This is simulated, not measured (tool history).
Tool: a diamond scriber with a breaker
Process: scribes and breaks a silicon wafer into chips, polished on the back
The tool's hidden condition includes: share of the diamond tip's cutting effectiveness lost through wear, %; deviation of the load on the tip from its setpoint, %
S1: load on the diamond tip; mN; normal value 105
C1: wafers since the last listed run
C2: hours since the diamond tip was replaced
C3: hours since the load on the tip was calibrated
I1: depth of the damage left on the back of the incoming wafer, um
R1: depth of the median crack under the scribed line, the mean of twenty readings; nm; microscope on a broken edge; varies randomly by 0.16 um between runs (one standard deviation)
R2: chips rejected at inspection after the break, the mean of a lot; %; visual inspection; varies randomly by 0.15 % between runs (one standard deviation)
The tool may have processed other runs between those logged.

Run 1, hour 0.0: usual settings but S1 89 mN; C1 0; C2 195.5; C3 338.7; I1 0.01. Result: R1 11670 nm, R2 6.64 %.
Run 2, hour 11.0: usual settings but S1 89 mN; C1 32; C2 206.5; C3 349.7; I1 0.02. Result: R1 11760 nm, R2 6.09 %.
Run 3, hour 18.5: usual settings but S1 80 mN; C1 21; C2 214.0; C3 357.2; I1 0.05. Result: R1 10770 nm, R2 10.31 %.
Run 4, hour 29.1: usual settings but S1 80 mN; C1 31; C2 224.6; C3 367.8; I1 0.02. Result: R1 10560 nm, R2 11.64 %.
Run 5, hour 45.7: usual settings; C1 48; C2 241.2; C3 384.4; I1 0.01. Result: R1 13420 nm, R2 2.27 %.
Run 6, hour 56.7: usual settings; C1 32; C2 252.2; C3 395.4; I1 0.04. Result: R1 13640 nm, R2 2.40 %.
Run 7, hour 67.3: usual settings but S1 97 mN; C1 31; C2 262.8; C3 406.0; I1 0.04. Result: R1 12600 nm, R2 3.80 %.
Run 8, hour 120.6: usual settings but S1 97 mN; C1 156; C2 316.1; C3 459.3; I1 0.01. Result: R1 12510 nm, R2 4.60 %.
Run 9, hour 135.7: usual settings; C1 44; C2 331.2; C3 474.4; I1 0.03. Result: R1 13430 nm, R2 2.62 %.
Run 10, hour 152.1: usual settings; C1 48; C2 347.6; C3 490.8; I1 0.03. Result: R1 13210 nm, R2 2.61 %.
Run 11, hour 168.4: usual settings; C1 47; C2 363.9; C3 507.1; I1 0.05. Result: R1 12790 nm, R2 2.90 %.
Run 12, hour 174.9: usual settings but S1 119 mN; C1 19; C2 370.4; C3 513.6; I1 0.03. Result: R1 14310 nm, R2 2.40 %.
Run 13, hour 192.4: usual settings but S1 119 mN; C1 51; C2 387.9; C3 531.1; I1 0.02. Result: R1 14300 nm, R2 2.51 %.
At hour 198.5: diamond tip replaced by a new one.
Run 14, hour 203.2: usual settings but S1 119 mN; C1 25; C2 4.7; C3 541.9; I1 0.02. Result: R1 14510 nm, R2 2.22 %.
Run 15, hour 219.1: usual settings but S1 126 mN; C1 46; C2 20.6; C3 557.8; I1 0.03. Result: R1 15050 nm, R2 2.95 %.
Run 16, hour 225.6: usual settings but S1 126 mN; C1 19; C2 27.1; C3 564.3; I1 0.02. Result: R1 14720 nm, R2 3.03 %.
Run 17, hour 238.8: usual settings; C1 38; C2 40.3; C3 577.5; I1 0.04. Result: R1 12780 nm, R2 3.16 %.
Run 18, hour 250.3: usual settings but S1 85 mN; C1 33; C2 51.8; C3 589.0; I1 0.03. Result: R1 10650 nm, R2 11.17 %.
Run 19, hour 260.6: usual settings but S1 75 mN; C1 30; C2 62.1; C3 599.3; I1 0.04. Result: R1 9450 nm, R2 20.30 %.
Run 20, hour 270.5: usual settings; C1 29; C2 72.0; C3 609.2; I1 0.05. Result: R1 12650 nm, R2 3.53 %.
Run 21, hour 279.9: usual settings but S1 114 mN; C1 27; C2 81.4; C3 618.6; I1 0.04. Result: R1 13570 nm, R2 2.79 %.
Run 22, hour 293.7: usual settings but S1 90 mN; C1 40; C2 95.2; C3 632.4; I1 0.02. Result: R1 10950 nm, R2 9.73 %.
Run 23, hour 303.5: usual settings; C1 28; C2 105.0; C3 642.2; I1 0.04. Result: R1 12830 nm, R2 3.96 %.
Run 24, hour 319.3: usual settings but S1 136 mN; C1 46; C2 120.8; C3 658.0; I1 0.02. Result: R1 15200 nm, R2 3.33 %.
Run 25, hour 336.5: usual settings; C1 50; C2 138.0; C3 675.2; I1 0.05. Result: R1 12300 nm, R2 4.69 %.
Run 26, hour 344.6: usual settings but S1 82 mN; C1 23; C2 146.1; C3 683.3; I1 0.03. Result: R1 10090 nm, R2 16.86 %.
Run 27, hour 361.9: usual settings but S1 79 mN; C1 50; C2 163.4; C3 700.6; I1 0.03. Result: R1 9530 nm, R2 22.23 %.
Run 28, hour 371.1: usual settings; C1 26; C2 172.6; C3 709.8; I1 0.04. Result: R1 12230 nm, R2 5.29 %.
At hour 376.4: load on the tip recalibrated.
Run 29, hour 384.0: usual settings but S1 76 mN; C1 31; C2 185.5; C3 7.6; I1 0.01. Result: R1 10760 nm, R2 9.97 %.
Run 30, hour 396.7: usual settings but S1 132 mN; C1 37; C2 198.2; C3 20.3; I1 0.02. Result: R1 17470 nm, R2 6.88 %.
Run 31, hour 402.8: usual settings; C1 17; C2 204.3; C3 26.4; I1 0.02. Result: R1 14060 nm, R2 2.40 %.
Run 32, hour 415.5: usual settings but S1 83 mN; C1 37; C2 217.0; C3 39.1; I1 0.03. Result: R1 11640 nm, R2 7.01 %.
Run 33, hour 425.0: usual settings but S1 94 mN; C1 27; C2 226.5; C3 48.6; I1 0.04. Result: R1 12710 nm, R2 3.07 %.
Run 34, hour 432.3: usual settings; C1 21; C2 233.8; C3 55.9; I1 0.04. Result: R1 14190 nm, R2 2.25 %.
Run 35, hour 470.6: usual settings but S1 124 mN; C1 112; C2 272.1; C3 94.2; I1 0.01. Result: R1 16260 nm, R2 5.44 %.

How would selected steps in R1 from run to run divide? Give the signed amount a tool lacking its hidden state would still show from settings, what came in and random variation, and the signed amount left for the hidden state, including any gauge scatter that is not in both of the compared results.
Run 19 -> 20: S1 75 -> 105. R1 +3200 nm: hidden state -400, all else +3600.
Run 23 -> 24: S1 105 -> 136. R1 +2370 nm: hidden state -420, all else +2790.
Run 27 -> 28: S1 79 -> 105. R1 +2700 nm: hidden state -500, all else +3200.
Run 28 -> 29: S1 105 -> 76, load on the tip recalibrated. R1 -1470 nm: hidden state +2130, all else -3600.
Run 29 -> 30: S1 76 -> 132. R1 +6710 nm: hidden state +90, all else +6620.
Run 30 -> 31: S1 132 -> 105. R1 -3410 nm: hidden state -40, all else -3370.
